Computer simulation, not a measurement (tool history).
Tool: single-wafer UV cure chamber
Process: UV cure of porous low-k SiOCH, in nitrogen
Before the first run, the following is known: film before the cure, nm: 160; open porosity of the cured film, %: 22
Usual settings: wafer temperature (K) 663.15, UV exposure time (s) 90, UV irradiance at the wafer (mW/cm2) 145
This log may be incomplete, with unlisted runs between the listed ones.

run,hour,wafer temperature (K),UV exposure time (s),UV irradiance at the wafer (mW/cm2),wafers since the last listed run,hours since the UV bulbs were replaced,wafers since the quartz window was cleaned,loss of film thickness in the cure (%)
1,0.0,663.15,90,145,0,1424.8,49,7.941
2,33.0,663.15,90,145,291,1457.8,340,8.028
3,55.6,663.15,90,145,199,1480.4,540,7.803
4,78.8,663.15,90,145,205,1503.6,745,7.846
5,99.2,663.15,90,145,180,1524.0,926,7.861
6,130.5,663.15,90,145,276,1555.3,1202,7.779
7,146.6,663.15,90,145,142,1571.4,1345,7.817
8,176.0,663.15,90,145,259,1600.8,1604,7.833
9,206.4,663.15,90,145,268,1631.2,1873,7.618
10,234.3,663.15,90,116,246,1659.1,2120,6.592
11,246.7,663.15,80,145,109,1671.5,2229,6.927
12,264.0,663.15,90,145,152,1688.8,2382,7.526
13,285.1,663.15,90,145,186,1709.9,2569,7.529
14,309.9,663.15,90,145,219,1734.7,2788,7.525
15,332.1,658.15,90,145,196,1756.9,2984,7.399
16,366.7,658.15,90,145,305,1791.5,3290,7.195
17,379.4,651.15,90,145,112,1804.2,3402,7.132
18,411.9,663.15,70,178,287,1836.7,3690,6.815
19,480.3,663.15,90,162,604,1905.1,4294,7.431
20,496.5,663.15,90,163,143,1921.3,4438,7.313
21,532.0,676.15,135,145,313,1956.8,4751,8.541
22,554.7,663.15,75,112,200,1979.5,4952,5.038
# hour 566.1: quartz window cleaned
23,587.9,663.15,90,145,222,2012.7,192,7.831
24,622.5,663.15,125,130,305,2047.3,498,8.721

Forecast run 25:
25,636.2,663.15,55,174,121,2061.0,619,?

Run 25 yielded loss of film thickness in the cure (%) 6.554.
If the tool had no hidden condition, the same run with the same run-to-run variation would have returned loss of film thickness in the cure (%) 8.548.
